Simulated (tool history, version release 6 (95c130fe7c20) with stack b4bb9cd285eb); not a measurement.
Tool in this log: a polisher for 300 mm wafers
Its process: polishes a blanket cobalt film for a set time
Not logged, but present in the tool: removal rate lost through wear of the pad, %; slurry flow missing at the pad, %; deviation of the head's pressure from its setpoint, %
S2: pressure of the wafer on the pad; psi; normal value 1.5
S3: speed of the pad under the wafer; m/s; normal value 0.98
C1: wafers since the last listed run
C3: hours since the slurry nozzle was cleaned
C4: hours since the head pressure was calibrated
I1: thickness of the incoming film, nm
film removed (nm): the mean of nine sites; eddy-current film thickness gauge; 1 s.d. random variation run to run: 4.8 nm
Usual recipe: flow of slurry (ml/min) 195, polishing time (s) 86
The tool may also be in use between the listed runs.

Run 1, hour 0: usual settings but flow of slurry (ml/min) 140; C1 0; wafers polished on this pad 710; C3 111.3; C4 173; I1 1174.2. Result: film removed (nm) 349.3.
Run 2, hour 49.9: usual settings but S2 1.8 psi; C1 542; wafers polished on this pad 1252; C3 161.2; C4 222.9; I1 1168.8. Result: film removed (nm) 450.3.
Run 3, hour 87.1: usual settings but S2 1.8 psi; C1 404; wafers polished on this pad 1656; C3 198.4; C4 260.1; I1 1152.9. Result: film removed (nm) 435.7.
Run 4, hour 133.1: usual settings but S2 1.8 psi; C1 499; wafers polished on this pad 2156; C3 244.4; C4 306.1; I1 1168.9. Result: film removed (nm) 450.5.
Run 5, hour 158.4: usual settings; C1 274; wafers polished on this pad 2431; C3 269.7; C4 331.4; I1 1152.6. Result: film removed (nm) 372.8.
At hour 160.6: slurry nozzle cleaned.
At hour 182.4: worn pad replaced by a new one.
Run 6, hour 186.3: usual settings; C1 248; wafers polished on this pad 41; C3 25.7; C4 359.3; I1 1172.8. Result: film removed (nm) 372.
Run 7, hour 248.3: usual settings; C1 673; wafers polished on this pad 715; C3 87.7; C4 421.3; I1 1142.3. Result: film removed (nm) 372.4.
Run 8, hour 298.5: usual settings but flow of slurry (ml/min) 240, S3 0.78 m/s; C1 545; wafers polished on this pad 1260; C3 137.9; C4 471.5; I1 1168.9. Result: film removed (nm) 301.7.
Run 9, hour 331.5: usual settings but flow of slurry (ml/min) 240, S3 0.78 m/s; C1 358; wafers polished on this pad 1619; C3 170.9; C4 504.5; I1 1165.3. Result: film removed (nm) 306.1.
At hour 384: slurry nozzle cleaned.
Run 10, hour 392.9: usual settings; C1 656; wafers polished on this pad 2275; C3 8.9; C4 565.9; I1 1142.7. Result: film removed (nm) 374.3.
At hour 397.9: worn pad replaced by a new one.
Run 11, hour 568.6: usual settings; C1 1865; wafers polished on this pad 1854; C3 184.6; C4 741.6; I1 1151.6. Result: film removed (nm) 372.6.
At hour 614.6: slurry nozzle cleaned.
Run 12, hour 638.8: usual settings but flow of slurry (ml/min) 150; C1 751; wafers polished on this pad 2606; C3 24.2; C4 811.8; I1 1163.7. Result: film removed (nm) 363.4.
At hour 657.1: worn pad replaced by a new one.
Run 13, hour 666.1: usual settings; C1 253; wafers polished on this pad 97; C3 51.5; C4 839.1; I1 1166.2. Result: film removed (nm) 365.1.
Run 14, hour 725.6: usual settings but flow of slurry (ml/min) 260, S2 1.1 psi; C1 646; wafers polished on this pad 743; C3 111; C4 898.6; I1 1144.7. Result: film removed (nm) 284.
Run 15, hour 762.7: usual settings but S3 1.12 m/s; C1 403; wafers polished on this pad 1146; C3 148.1; C4 935.7; I1 1174.9. Result: film removed (nm) 418.4.
Run 16, hour 826.6: usual settings but S2 2 psi; C1 694; wafers polished on this pad 1841; C3 212; C4 999.6; I1 1132.5. Result: film removed (nm) 501.5.
At hour 863.2: slurry nozzle cleaned.
Run 17, hour 865.1: usual settings but flow of slurry (ml/min) 245, S2 1 psi, polishing time (s) 101; C1 407; wafers polished on this pad 2248; C3 1.9; C4 1038.1; I1 1134.3. Result: film removed (nm) 306.1.
Run 18, hour 892.7: usual settings but flow of slurry (ml/min) 150, S2 1.2 psi, S3 0.74 m/s, polishing time (s) 108; C1 299; wafers polished on this pad 2548; C3 29.5; C4 1065.7; I1 1128.4. Result: film removed (nm) 265.2.
At hour 900.7: worn pad replaced by a new one.
At hour 942.8: head pressure recalibrated.
Run 19, hour 959.3: usual settings; C1 658; wafers polished on this pad 615; C3 96.1; C4 16.5; I1 1161.5. Result: film removed (nm) 368.3.
Run 20, hour 1022.3: usual settings but flow of slurry (ml/min) 135, S2 1.6 psi, S3 1.2 m/s, polishing time (s) 73; C1 684; wafers polished on this pad 1299; C3 159.1; C4 79.5; I1 1153.5. Result: film removed (nm) 388.2.
Run 21, hour 1048.6: usual settings but S2 1.7 psi; C1 285; wafers polished on this pad 1585; C3 185.4; C4 105.8; I1 1142.3. Result: film removed (nm) 421.5.
Run 22, hour 1114.3: usual settings; C1 713; wafers polished on this pad 2299; C3 251.1; C4 171.5; I1 1141.6. Result: film removed (nm) 371.3.
At hour 1126.5: worn pad replaced by a new one.
At hour 1142.3: slurry nozzle cleaned.
Run 23, hour 1176.2: usual settings but flow of slurry (ml/min) 140, S2 1.7 psi, S3 0.82 m/s, polishing time (s) 104; C1 618; wafers polished on this pad 529; C3 33.9; C4 233.4; I1 1138.5. Result: film removed (nm) 391.7.
Run 24, hour 1238.9: usual settings but flow of slurry (ml/min) 235, polishing time (s) 64; C1 681; wafers polished on this pad 1210; C3 96.6; C4 296.1; I1 1163.8. Result: film removed (nm) 287.5.

What if the next run were any one of these 4? Each begins from the tool's condition after run 24:
Run A, hour 1239.4: usual settings but S3 0.74 m/s; C1 5; wafers polished on this pad 1216; C3 97.1; C4 296.6; I1 1129.4. Result: film removed (nm) ?.
Run B, hour 1239.4: usual settings but S2 1 psi, polishing time (s) 106; C1 5; wafers polished on this pad 1216; C3 97.1; C4 296.6; I1 1129.4. Result: film removed (nm) ?.
Run C, hour 1239.4: usual settings but flow of slurry (ml/min) 155, S2 2 psi, S3 1.14 m/s, polishing time (s) 111; C1 5; wafers polished on this pad 1216; C3 97.1; C4 296.6; I1 1129.4. Result: film removed (nm) ?.
Run D, hour 1239.4: usual settings but flow of slurry (ml/min) 240, S2 1.8 psi; C1 5; wafers polished on this pad 1216; C3 97.1; C4 296.6; I1 1129.4. Result: film removed (nm) ?.

run  film removed (nm)
  A              282.7
  B              307.6
  C              720.7
  D              461.9
Without the tool's hidden state the same runs would have given:
run  film removed (nm)
  A              282.7
  B              307.6
  C              720.7
  D              461.9
